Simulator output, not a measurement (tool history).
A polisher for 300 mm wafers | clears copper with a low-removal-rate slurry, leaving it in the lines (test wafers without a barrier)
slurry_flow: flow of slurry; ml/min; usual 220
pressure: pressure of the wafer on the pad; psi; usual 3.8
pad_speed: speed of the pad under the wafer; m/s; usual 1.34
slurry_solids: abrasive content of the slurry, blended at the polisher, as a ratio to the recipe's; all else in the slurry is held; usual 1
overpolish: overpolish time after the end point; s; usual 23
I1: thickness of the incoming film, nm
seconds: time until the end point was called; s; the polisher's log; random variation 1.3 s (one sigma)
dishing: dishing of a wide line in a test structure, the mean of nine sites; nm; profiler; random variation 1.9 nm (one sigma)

run 1 hour=0 | slurry_flow=220 pressure=3.8 pad_speed=1.34 slurry_solids=1 overpolish=23 | I1=532.2 | seconds=104.9 dishing=81.4
run 2 hour=11.9 | slurry_flow=220 pressure=3.8 pad_speed=1.34 slurry_solids=1 overpolish=23 | I1=537 | seconds=103.5 dishing=81
run 3 hour=36.1 | slurry_flow=220 pressure=3.8 pad_speed=1.34 slurry_solids=1 overpolish=23 | I1=529.9 | seconds=104.9 dishing=78.3
-- hour=47.1 slurry blender recalibrated
run 4 hour=65.4 | slurry_flow=220 pressure=3.8 pad_speed=1.34 slurry_solids=1.25 overpolish=23 | I1=529.3 | seconds=97.1 dishing=80.6
run 5 hour=79 | slurry_flow=220 pressure=3.8 pad_speed=1.34 slurry_solids=1.25 overpolish=23 | I1=530.4 | seconds=97.8 dishing=82.1
-- hour=80.7 slurry nozzle cleaned
-- hour=88.4 worn pad replaced by a new one
run 6 hour=95.5 | slurry_flow=220 pressure=3.8 pad_speed=1.34 slurry_solids=1.25 overpolish=23 | I1=520.5 | seconds=96.3 dishing=80.6
run 7 hour=103.5 | slurry_flow=220 pressure=3.8 pad_speed=1.34 slurry_solids=1 overpolish=23 | I1=533.1 | seconds=103.3 dishing=78.3
run 8 hour=114.5 | slurry_flow=220 pressure=3.8 pad_speed=1.34 slurry_solids=1 overpolish=23 | I1=534 | seconds=109 dishing=79.9
run 9 hour=131.5 | slurry_flow=220 pressure=3.8 pad_speed=1.34 slurry_solids=1 overpolish=23 | I1=522 | seconds=102.9 dishing=78.7
run 10 hour=137.6 | slurry_flow=165 pressure=3.8 pad_speed=1.46 slurry_solids=0.75 overpolish=23 | I1=523.3 | seconds=110.8 dishing=75.3
run 11 hour=148.7 | slurry_flow=220 pressure=3.8 pad_speed=1.34 slurry_solids=1.25 overpolish=23 | I1=529.8 | seconds=99.6 dishing=80.5
run 12 hour=159.1 | slurry_flow=185 pressure=4.9 pad_speed=1.56 slurry_solids=1 overpolish=37 | I1=528.1 | seconds=72.9 dishing=145.4
run 13 hour=169.1 | slurry_flow=220 pressure=3.8 pad_speed=1.34 slurry_solids=1 overpolish=23 | I1=533 | seconds=109 dishing=79
run 14 hour=178.3 | slurry_flow=220 pressure=2.8 pad_speed=1.78 slurry_solids=1 overpolish=27 | I1=534.4 | seconds=113.7 dishing=83.1
run 15 hour=194.5 | slurry_flow=175 pressure=4.6 pad_speed=1.34 slurry_solids=0.75 overpolish=23 | I1=528.5 | seconds=98.5 dishing=85
run 16 hour=202.9 | slurry_flow=220 pressure=2.5 pad_speed=1.72 slurry_solids=1 overpolish=23 | I1=535.6 | seconds=134.9 dishing=63
-- hour=212.2 head pressure recalibrated
-- hour=217.8 worn pad replaced by a new one
run 17 hour=220.1 | slurry_flow=220 pressure=3.8 pad_speed=1.34 slurry_solids=1 overpolish=30 | I1=522.8 | seconds=95.4 dishing=99.4

Run 18 comes next. What will it give?
run 18 hour=232.4 | slurry_flow=220 pressure=4.2 pad_speed=1.34 slurry_solids=0.85 overpolish=23 | I1=538.8 | seconds=? dishing=?

{"run 18": {"seconds": 92, "dishing": 90.8}}
Without the tool's hidden state the same run would have given seconds 90 s, dishing 92.5 nm.
